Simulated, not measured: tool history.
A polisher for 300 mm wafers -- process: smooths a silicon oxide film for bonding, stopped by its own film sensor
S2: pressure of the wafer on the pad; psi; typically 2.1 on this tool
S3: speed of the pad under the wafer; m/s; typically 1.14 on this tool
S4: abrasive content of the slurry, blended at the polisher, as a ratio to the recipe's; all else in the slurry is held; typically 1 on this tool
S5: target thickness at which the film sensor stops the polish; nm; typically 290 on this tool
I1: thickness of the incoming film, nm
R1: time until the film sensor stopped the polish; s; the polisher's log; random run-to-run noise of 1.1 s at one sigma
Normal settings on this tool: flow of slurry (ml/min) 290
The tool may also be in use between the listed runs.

{"run": 1, "hour": 0.0, "flow of slurry (ml/min)": 290, "S2": 2.1, "S3": 1.14, "S4": 1, "S5": 290, "I1": 346.6, "R1": 70.1}
{"run": 2, "hour": 86.1, "flow of slurry (ml/min)": 325, "S2": 2.1, "S3": 1.14, "S4": 1, "S5": 290, "I1": 352.6, "R1": 73.8}
{"run": 3, "hour": 161.3, "flow of slurry (ml/min)": 325, "S2": 2.1, "S3": 1.14, "S4": 1, "S5": 290, "I1": 351.4, "R1": 74.8}
{"run": 4, "hour": 258.3, "flow of slurry (ml/min)": 290, "S2": 1.9, "S3": 1.14, "S4": 1, "S5": 290, "I1": 347.6, "R1": 74.6}
{"hour": 298.1, "done": "slurry blender recalibrated"}
{"run": 5, "hour": 351.8, "flow of slurry (ml/min)": 290, "S2": 1.9, "S3": 1.14, "S4": 1, "S5": 290, "I1": 355.4, "R1": 86.3}
{"hour": 403.2, "done": "head pressure recalibrated"}
{"run": 6, "hour": 450.7, "flow of slurry (ml/min)": 290, "S2": 2.1, "S3": 1.14, "S4": 1, "S5": 297, "I1": 352.9, "R1": 69}
{"hour": 485.6, "done": "worn pad replaced by a new one"}
{"run": 7, "hour": 503.1, "flow of slurry (ml/min)": 290, "S2": 2.1, "S3": 1.14, "S4": 1, "S5": 297, "I1": 350.3, "R1": 64.2}
{"hour": 574.3, "done": "slurry nozzle cleaned"}
{"run": 8, "hour": 598.0, "flow of slurry (ml/min)": 290, "S2": 2.1, "S3": 1.14, "S4": 1, "S5": 297, "I1": 353, "R1": 68.1}
{"run": 9, "hour": 689.4, "flow of slurry (ml/min)": 290, "S2": 2.1, "S3": 1.14, "S4": 1, "S5": 290, "I1": 354.2, "R1": 75}
{"run": 10, "hour": 726.1, "flow of slurry (ml/min)": 290, "S2": 2.1, "S3": 1.14, "S4": 1, "S5": 290, "I1": 349.4, "R1": 70.9}
{"run": 11, "hour": 763.8, "flow of slurry (ml/min)": 290, "S2": 2.1, "S3": 1.14, "S4": 1, "S5": 290, "I1": 349.5, "R1": 73.4}
{"run": 12, "hour": 806.2, "flow of slurry (ml/min)": 290, "S2": 2.3, "S3": 0.82, "S4": 1.25, "S5": 290, "I1": 349.1, "R1": 81.5}
{"hour": 812.5, "done": "slurry blender recalibrated"}
{"run": 13, "hour": 906.3, "flow of slurry (ml/min)": 345, "S2": 2.1, "S3": 1.14, "S4": 0.75, "S5": 290, "I1": 343.7, "R1": 72.8}
{"run": 14, "hour": 964.8, "flow of slurry (ml/min)": 330, "S2": 2.1, "S3": 1.14, "S4": 1, "S5": 290, "I1": 347.9, "R1": 69}
{"run": 15, "hour": 1010.5, "flow of slurry (ml/min)": 290, "S2": 1.4, "S3": 1.14, "S4": 1, "S5": 290, "I1": 356.3, "R1": 101.9}
{"hour": 1032.8, "done": "worn pad replaced by a new one"}
{"run": 16, "hour": 1156.1, "flow of slurry (ml/min)": 335, "S2": 2.7, "S3": 0.8, "S4": 1, "S5": 290, "I1": 345.9, "R1": 74.7}
{"hour": 1229.7, "done": "slurry nozzle cleaned"}
{"hour": 1336.1, "done": "head pressure recalibrated"}
{"run": 17, "hour": 1373.5, "flow of slurry (ml/min)": 290, "S2": 2.3, "S3": 0.82, "S4": 1.25, "S5": 290, "I1": 350.7, "R1": 83}
{"run": 18, "hour": 1432.0, "flow of slurry (ml/min)": 230, "S2": 2.1, "S3": 0.98, "S4": 1, "S5": 290, "I1": 352.6, "R1": 87.3}
{"hour": 1450.8, "done": "slurry blender recalibrated"}
{"run": 19, "hour": 1519.9, "flow of slurry (ml/min)": 375, "S2": 2.1, "S3": 1.14, "S4": 1, "S5": 290, "I1": 351, "R1": 71.8}
{"run": 20, "hour": 1599.5, "flow of slurry (ml/min)": 290, "S2": 2.1, "S3": 0.94, "S4": 1, "S5": 290, "I1": 350.3, "R1": 84.3}
{"run": 21, "hour": 1690.3, "flow of slurry (ml/min)": 290, "S2": 1.8, "S3": 1.14, "S4": 1, "S5": 276, "I1": 347.2, "R1": 96}
{"hour": 1703.1, "done": "worn pad replaced by a new one"}
{"run": 22, "hour": 1743.2, "flow of slurry (ml/min)": 200, "S2": 2.1, "S3": 1.14, "S4": 1, "S5": 295, "I1": 354.6, "R1": 76.2}
{"run": 23, "hour": 1842.6, "flow of slurry (ml/min)": 290, "S2": 2.1, "S3": 0.96, "S4": 1, "S5": 290, "I1": 346.3, "R1": 78.9}
{"hour": 1898.0, "done": "slurry nozzle cleaned"}
{"run": 24, "hour": 1935.4, "flow of slurry (ml/min)": 290, "S2": 2.1, "S3": 1.14, "S4": 1, "S5": 290, "I1": 352.7, "R1": 76.6}
{"hour": 1969.1, "done": "slurry blender recalibrated"}
{"run": 25, "hour": 2029.6, "flow of slurry (ml/min)": 225, "S2": 2.1, "S3": 0.78, "S4": 0.9, "S5": 290, "I1": 350.2, "R1": 105.8}
{"run": 26, "hour": 2137.2, "flow of slurry (ml/min)": 385, "S2": 2.1, "S3": 1.42, "S4": 1, "S5": 290, "I1": 347.9, "R1": 58.3}
{"hour": 2187.0, "done": "head pressure recalibrated"}
{"run": 27, "hour": 2201.4, "flow of slurry (ml/min)": 235, "S2": 2.4, "S3": 0.88, "S4": 0.85, "S5": 290, "I1": 344.2, "R1": 81.1}
{"run": 28, "hour": 2267.6, "flow of slurry (ml/min)": 290, "S2": 2.1, "S3": 1.14, "S4": 1, "S5": 290, "I1": 353.4, "R1": 76.5}
{"hour": 2317.8, "done": "worn pad replaced by a new one"}
{"run": 29, "hour": 2327.0, "flow of slurry (ml/min)": 290, "S2": 2.1, "S3": 1.54, "S4": 1.2, "S5": 290, "I1": 346.6, "R1": 49.9}
{"run": 30, "hour": 2397.4, "flow of slurry (ml/min)": 290, "S2": 2.1, "S3": 1.14, "S4": 1, "S5": 290, "I1": 347.8, "R1": 70.9}
{"run": 31, "hour": 2471.6, "flow of slurry (ml/min)": 290, "S2": 2.1, "S3": 1.14, "S4": 1, "S5": 290, "I1": 344.8, "R1": 67.7}

Consider 3 possible next runs. They are alternatives, not a sequence: every one starts from the tool as it was left by run 31. What does each give?
{"run": "A", "hour": 2472.0, "flow of slurry (ml/min)": 290, "S2": 2.1, "S3": 1.14, "S4": 1, "S5": 290, "I1": 345.7, "R1": "?"}
{"run": "B", "hour": 2472.0, "flow of slurry (ml/min)": 290, "S2": 2.3, "S3": 1.14, "S4": 1, "S5": 296, "I1": 345.7, "R1": "?"}
{"run": "C", "hour": 2472.0, "flow of slurry (ml/min)": 290, "S2": 2.1, "S3": 0.86, "S4": 1, "S5": 290, "I1": 345.7, "R1": "?"}

run=A R1=66.6
run=B R1=56.2
run=C R1=83.4
With no hidden state in the tool, these same runs would have given:
run=A R1=66.6
run=B R1=56.2
run=C R1=83.4
